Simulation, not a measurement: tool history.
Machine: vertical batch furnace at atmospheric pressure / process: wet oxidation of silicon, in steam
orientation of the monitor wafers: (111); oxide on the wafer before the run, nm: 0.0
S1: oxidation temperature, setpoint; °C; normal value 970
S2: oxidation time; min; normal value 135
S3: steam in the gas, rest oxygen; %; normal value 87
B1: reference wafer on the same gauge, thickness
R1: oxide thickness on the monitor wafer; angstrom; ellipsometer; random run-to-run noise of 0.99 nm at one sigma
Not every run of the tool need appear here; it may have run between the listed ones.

| run | day | S1 | S2 | S3 | B1 | R1 |
|---|---|---|---|---|---|---|
| 1 | 0 | 970 | 135 | 87 | 528.77 | 6047.1 |
| 2 | 2.167 | 970 | 135 | 87 | 529.17 | 6028.6 |
| 3 | 3.096 | 970 | 135 | 87 | 528.55 | 6036.3 |
| 4 | 5.504 | 970 | 135 | 96 | 529.21 | 6396.2 |
| 5 | 6.438 | 970 | 135 | 96 | 529.57 | 6400.9 |
| 6 | 7.054 | 970 | 135 | 87 | 528.69 | 6017.2 |
|  | 8.121 | thermocouples replaced and temperature profile calibrated |
| 7 | 8.142 | 970 | 135 | 87 | 529.03 | 6013.7 |
| 8 | 8.592 | 970 | 135 | 87 | 528.84 | 6027.6 |
| 9 | 8.942 | 970 | 135 | 87 | 529.02 | 6009.8 |
| 10 | 9.592 | 970 | 135 | 87 | 529.06 | 6006.7 |
| 11 | 10.121 | 970 | 135 | 87 | 529.19 | 6001.2 |
|  | 10.517 | gauge calibrated |
| 12 | 12.65 | 970 | 135 | 87 | 529.35 | 5993.5 |
| 13 | 13.371 | 952 | 135 | 94 | 528.83 | 5630.1 |
| 14 | 14.092 | 952 | 185 | 87 | 529.06 | 6543 |
| 15 | 14.929 | 988 | 135 | 87 | 528.89 | 6582.3 |
|  | 16.321 | steam generator serviced |
| 16 | 16.342 | 970 | 135 | 87 | 529.1 | 6276 |
| 17 | 16.571 | 953 | 87.5 | 81 | 528.86 | 4053.7 |
| 18 | 16.804 | 970 | 135 | 87 | 528.79 | 6277.9 |
| 19 | 17.808 | 970 | 135 | 87 | 529.11 | 6261.5 |
| 20 | 18.558 | 970 | 135 | 87 | 528.99 | 6277.1 |
| 21 | 19.512 | 949 | 135 | 87 | 528.73 | 5514.1 |
| 22 | 20.342 | 964 | 189.5 | 97 | 529.3 | 7966.6 |
| 23 | 20.696 | 989 | 135 | 94 | 528.51 | 7263.4 |

Here are 3 independent what-if runs from the current tool condition. What would each one return?
| A | 20.929 | 970 | 69 | 87 | ? | ? |
| B | 20.929 | 981 | 135 | 87 | ? | ? |
| C | 20.929 | 985 | 81.5 | 82 | ? | ? |

| run | B1 | R1 |
|---|---|---|
| A | 528.99 | 4089.2 |
| B | 528.99 | 6655 |
| C | 528.99 | 4814.1 |
With the hidden condition removed and each run's random variation left untouched, the same runs would have given:
| run | R1 |
|---|---|
| A | 4116 |
| B | 6695 |
| C | 4844.3 |
